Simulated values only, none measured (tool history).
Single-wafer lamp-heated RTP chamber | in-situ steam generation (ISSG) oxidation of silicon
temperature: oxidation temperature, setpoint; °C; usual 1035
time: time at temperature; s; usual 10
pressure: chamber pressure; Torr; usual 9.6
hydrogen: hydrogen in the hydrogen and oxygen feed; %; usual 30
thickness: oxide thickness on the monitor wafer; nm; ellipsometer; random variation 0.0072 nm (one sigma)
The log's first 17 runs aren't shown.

run,day,temperature,time,pressure,hydrogen,wafers since the last listed run,wafers since the last pyrometer calibration,hours since the pressure gauge was zeroed,hours since the hydrogen flow controller was replaced,hours since the gauge calibration,"read-back reference wafer on the same gauge, thickness",thickness
18,35.842,1047,10,9.6,30,666,3035,2830.5,2106.8,125.4,5.271,5.093
19,38.417,1017,10,9.1,32,850,3885,2892.3,2168.6,187.2,5.27,4.628
20,40.142,1042,13,9.6,22,569,4455,2933.7,2210,228.6,5.269,5.239
# day 41.308: pyrometer window cleaned and pyrometer calibrated
21,41.329,1035,10,9.6,30,282,7,2962.2,2238.5,257.1,5.27,4.809
22,43.583,1035,13,9.6,30,744,751,3016.3,2292.6,311.2,5.27,5.424
# day 46.204: pressure gauge zeroed
23,50.967,1035,10,9.1,22,2328,3080,114.3,2469.8,488.4,5.27,4.494
24,53.792,1024,9,8.8,32,933,4013,182.1,2537.6,556.2,5.27,4.557
# day 54.821: hydrogen flow controller replaced
# day 56.625: pyrometer window cleaned and pyrometer calibrated
25,56.792,1035,10,9.6,30,770,54,254.1,47.3,628.2,5.269,4.842
26,59.15,1035,10,9.6,30,778,833,310.7,103.9,684.8,5.27,4.834
27,62.104,1048,10,10.2,30,975,1809,381.6,174.8,755.7,5.269,5.046
28,64.871,1035,10,10.2,30,913,2723,448,241.2,822.1,5.271,4.78
29,67.746,1051,10,10,32,949,3672,517,310.2,891.1,5.271,5.247
30,68.9,1016,10,9.6,30,381,4053,544.7,337.9,918.8,5.27,4.518

3 ways to go on from here, each from the tool as it stands after run 30. What would each give?
A,68.917,1035,8,9.6,30,5,4059,545.1,338.3,919.2,?,?
B,68.917,1048,10,9.6,30,5,4059,545.1,338.3,919.2,?,?
C,68.917,1035,10,9.6,23,5,4059,545.1,338.3,919.2,?,?

run,"read-back reference wafer on the same gauge, thickness",thickness
A,5.269,4.391
B,5.269,5.14
C,5.269,4.547
Without the tool's hidden state the same runs would have given:
run,thickness
A,4.365
B,5.106
C,4.518

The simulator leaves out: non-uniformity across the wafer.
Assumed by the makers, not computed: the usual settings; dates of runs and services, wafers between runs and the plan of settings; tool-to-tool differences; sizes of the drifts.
